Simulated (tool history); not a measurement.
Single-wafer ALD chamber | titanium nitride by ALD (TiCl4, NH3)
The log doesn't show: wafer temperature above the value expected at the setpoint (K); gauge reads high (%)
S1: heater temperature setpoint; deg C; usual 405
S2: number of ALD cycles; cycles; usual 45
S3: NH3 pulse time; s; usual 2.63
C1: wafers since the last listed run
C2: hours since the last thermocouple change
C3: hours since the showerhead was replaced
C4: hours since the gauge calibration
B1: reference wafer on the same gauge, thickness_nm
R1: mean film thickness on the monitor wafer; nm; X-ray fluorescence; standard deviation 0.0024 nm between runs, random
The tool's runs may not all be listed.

run	hour	S1	S2	S3	C1	C2	C3	C4	B1	R1
1	0	414	45	2.63	0	274	2554.8	40.7	1.128	0.972
2	37.6	414	45	2.63	177	311.6	2592.4	78.3	1.125	0.968
3	68.3	405	45	2.63	145	342.3	2623.1	109	1.123	0.968
4	128.6	405	51	2.63	284	402.6	2683.4	169.3	1.121	1.098
5	158.3	405	45	2.63	140	432.3	2713.1	199	1.121	0.966
6	210.5	405	45	2.63	246	484.5	2765.3	251.2	1.119	0.962
7	254.8	405	45	2.63	209	528.8	2809.6	295.5	1.116	0.965
8	322.3	409	45	2.63	319	596.3	2877.1	363	1.115	0.957
9	503.6	409	45	2.63	856	777.6	3058.4	544.3	1.112	0.962
10	568.2	405	43	2.63	305	842.2	3123	608.9	1.11	0.915
11	618.8	405	43	2.63	239	892.8	3173.6	659.5	1.111	0.912
# hour 680.4: thermocouple changed; heater temperature recalibrated
12	680.9	405	45	2.63	255	0.5	3235.7	721.6	1.11	0.957
13	708.7	405	45	2.63	131	28.3	3263.5	749.4	1.109	0.953
14	759.5	405	45	2.63	240	79.1	3314.3	800.2	1.108	0.957
15	798	405	45	3.03	181	117.6	3352.8	838.7	1.108	0.955
16	828.1	405	45	3.03	142	147.7	3382.9	868.8	1.108	0.959
17	887	405	45	3.03	278	206.6	3441.8	927.7	1.109	0.96
18	932.7	405	45	2.63	215	252.3	3487.5	973.4	1.107	0.957
19	985.4	415	53	2.07	249	305	3540.2	1026.1	1.107	1.118
# hour 995: gauge calibrated
20	1057	417	52	1.73	338	376.6	3611.8	62	1.126	1.11
21	1114.7	397	53	2.63	272	434.3	3669.5	119.7	1.122	1.138
22	1141.3	405	53	3.12	125	460.9	3696.1	146.3	1.12	1.146
23	1195.9	405	45	3.56	258	515.5	3750.7	200.9	1.119	0.971
24	1226.8	397	42	3.06	146	546.4	3781.6	231.8	1.118	0.9
25	1293.6	405	45	2.63	315	613.2	3848.4	298.6	1.115	0.959
26	1322.4	400	45	2.63	136	642	3877.2	327.4	1.115	0.958
27	1351.9	412	45	3.02	139	671.5	3906.7	356.9	1.114	0.961
28	1380.3	405	50	2.32	134	699.9	3935.1	385.3	1.115	1.062
# hour 1403.1: showerhead replaced
29	1405.4	419	45	3.22	80	725	2.3	410.4	1.112	0.968
30	1477.1	392	41	2.35	338	796.7	74	482.1	1.112	0.865
# hour 1652.4: thermocouple changed; heater temperature recalibrated
31	1678.4	414	45	2.63	913	26	275.3	683.4	1.108	0.957
32	1748.4	418	45	2.63	330	96	345.3	753.4	1.108	0.96
33	1782.8	405	37	2.63	162	130.4	379.7	787.8	1.108	0.786
34	1831.6	405	52	2.63	230	179.2	428.5	836.6	1.108	1.101
35	1890.6	405	45	2.63	278	238.2	487.5	895.6	1.107	0.954

Consider 3 possible next runs. They are alternatives, not a sequence: every one starts from the tool as it was left by run 35. What does each give?
A	1891.1	405	45	2.63	2	238.7	488	896.1	?	?
B	1891.1	392	39	2.27	2	238.7	488	896.1	?	?
C	1891.1	405	45	3.28	2	238.7	488	896.1	?	?

run	B1	R1
A	1.107	0.95
B	1.107	0.815
C	1.107	0.955
Had the tool no hidden state, the same runs would have come out as:
run	R1
A	0.968
B	0.83
C	0.973
